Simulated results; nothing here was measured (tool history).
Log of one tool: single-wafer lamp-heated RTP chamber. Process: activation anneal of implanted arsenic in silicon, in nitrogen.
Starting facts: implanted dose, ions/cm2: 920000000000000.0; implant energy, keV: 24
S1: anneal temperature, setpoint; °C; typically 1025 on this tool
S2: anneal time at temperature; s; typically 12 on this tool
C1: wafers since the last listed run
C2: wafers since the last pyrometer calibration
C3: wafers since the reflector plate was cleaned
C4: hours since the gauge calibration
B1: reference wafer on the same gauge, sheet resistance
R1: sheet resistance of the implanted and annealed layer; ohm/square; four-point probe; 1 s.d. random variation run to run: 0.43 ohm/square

Run 1, hour 0: usual settings; C1 0; C2 5405; C3 10336; C4 611.4; B1 146.99. Result: R1 137.72 ohm/square.
At hour 66.7: pyrometer window cleaned and pyrometer calibrated.
Run 2, hour 78: usual settings; C1 1196; C2 193; C3 11532; C4 689.4; B1 146.98. Result: R1 139.37 ohm/square.
Run 3, hour 127.8: usual settings; C1 851; C2 1044; C3 12384; C4 739.2; B1 146.97. Result: R1 139.36 ohm/square.
At hour 163.3: reflector plate cleaned.
Run 4, hour 209.9: usual settings; C1 1266; C2 2310; C3 795; C4 821.3; B1 147.05. Result: R1 138.39 ohm/square.
Run 5, hour 280.2: usual settings but S2 11 s; C1 1201; C2 3512; C3 1997; C4 891.6; B1 147. Result: R1 137.98 ohm/square.
Run 6, hour 369: usual settings but S2 11 s; C1 1517; C2 5030; C3 3514; C4 980.4; B1 147.08. Result: R1 138.8 ohm/square.
At hour 436.8: pyrometer window cleaned and pyrometer calibrated.
At hour 536.9: gauge calibrated.
Run 7, hour 591: usual settings; C1 3657; C2 2634; C3 7172; C4 54.1; B1 146.99. Result: R1 138.5 ohm/square.
Run 8, hour 698.9: usual settings; C1 1844; C2 4478; C3 9016; C4 162; B1 147. Result: R1 138.3 ohm/square.
Run 9, hour 752.7: usual settings; C1 919; C2 5398; C3 9935; C4 215.8; B1 147.05. Result: R1 137.11 ohm/square.
At hour 837.2: pyrometer window cleaned and pyrometer calibrated.
Run 10, hour 838.8: usual settings but S2 17 s; C1 1334; C2 27; C3 11270; C4 301.9; B1 146.95. Result: R1 135.84 ohm/square.
Run 11, hour 891: usual settings but S2 17 s; C1 892; C2 919; C3 12162; C4 354.1; B1 147.01. Result: R1 136.51 ohm/square.
Run 12, hour 966.3: usual settings but S1 1040 °C, S2 16 s; C1 1286; C2 2206; C3 13449; C4 429.4; B1 147.02. Result: R1 133.6 ohm/square.
At hour 1008.3: reflector plate cleaned.
Run 13, hour 1036: usual settings; C1 1054; C2 3261; C3 473; C4 499.1; B1 146.99. Result: R1 137.63 ohm/square.
Run 14, hour 1129.1: usual settings but S1 1033 °C; C1 1591; C2 4852; C3 2065; C4 592.2; B1 146.98. Result: R1 135.96 ohm/square.
Run 15, hour 1179.9: usual settings; C1 868; C2 5720; C3 2933; C4 643; B1 147.01. Result: R1 137.05 ohm/square.
At hour 1220.2: pyrometer window cleaned and pyrometer calibrated.
Run 16, hour 1228.4: usual settings but S1 1041 °C, S2 10 s; C1 692; C2 140; C3 3625; C4 691.5; B1 146.98. Result: R1 137.93 ohm/square.
Run 17, hour 1271.3: usual settings but S1 995 °C, S2 9 s; C1 733; C2 873; C3 4358; C4 734.4; B1 146.97. Result: R1 147.89 ohm/square.
Run 18, hour 1346.7: usual settings; C1 1288; C2 2162; C3 5647; C4 809.8; B1 146.88. Result: R1 138.97 ohm/square.
Run 19, hour 1429.3: usual settings; C1 1411; C2 3573; C3 7058; C4 892.4; B1 147.1. Result: R1 138.23 ohm/square.
Run 20, hour 1514.9: usual settings but S1 1045 °C; C1 1462; C2 5036; C3 8521; C4 978; B1 146.99. Result: R1 134.5 ohm/square.
At hour 1548.3: gauge calibrated.
At hour 1566.2: pyrometer window cleaned and pyrometer calibrated.
Run 21, hour 1581.6: usual settings; C1 1003; C2 263; C3 9525; C4 33.3; B1 146.97. Result: R1 139.05 ohm/square.
Run 22, hour 1687.9: usual settings but S1 1014 °C, S2 9 s; C1 1816; C2 2080; C3 11341; C4 139.6; B1 146.99. Result: R1 143.17 ohm/square.
At hour 1746.8: reflector plate cleaned.
Run 23, hour 1782.8: usual settings but S1 1040 °C; C1 1485; C2 3565; C3 615; C4 234.5; B1 146.9. Result: R1 135.58 ohm/square.

Measured less the same run without the tool's hidden state. The same run-to-run variation is in both; the gauge's scatter may not be:
Hidden state present: true wafer temperature minus pyrometer reading, K; wafer temperature error from the tarnished reflector plate, K; gauge reads high (%).
run     R1
  1  -1.76
  2  -0.15
  3  -0.21
  4   -0.5
  5  -0.92
  6  -1.71
  7  -0.43
  8  -1.19
  9   -1.7
 10   -0.1
 11  -0.14
 12  -0.36
 13  -0.77
 14  -1.48
 15  -2.07
 16   -0.2
 17  -0.35
 18  -0.48
 19  -0.95
 20  -1.57
 21  -0.02
 22  -0.31
 23  -0.77
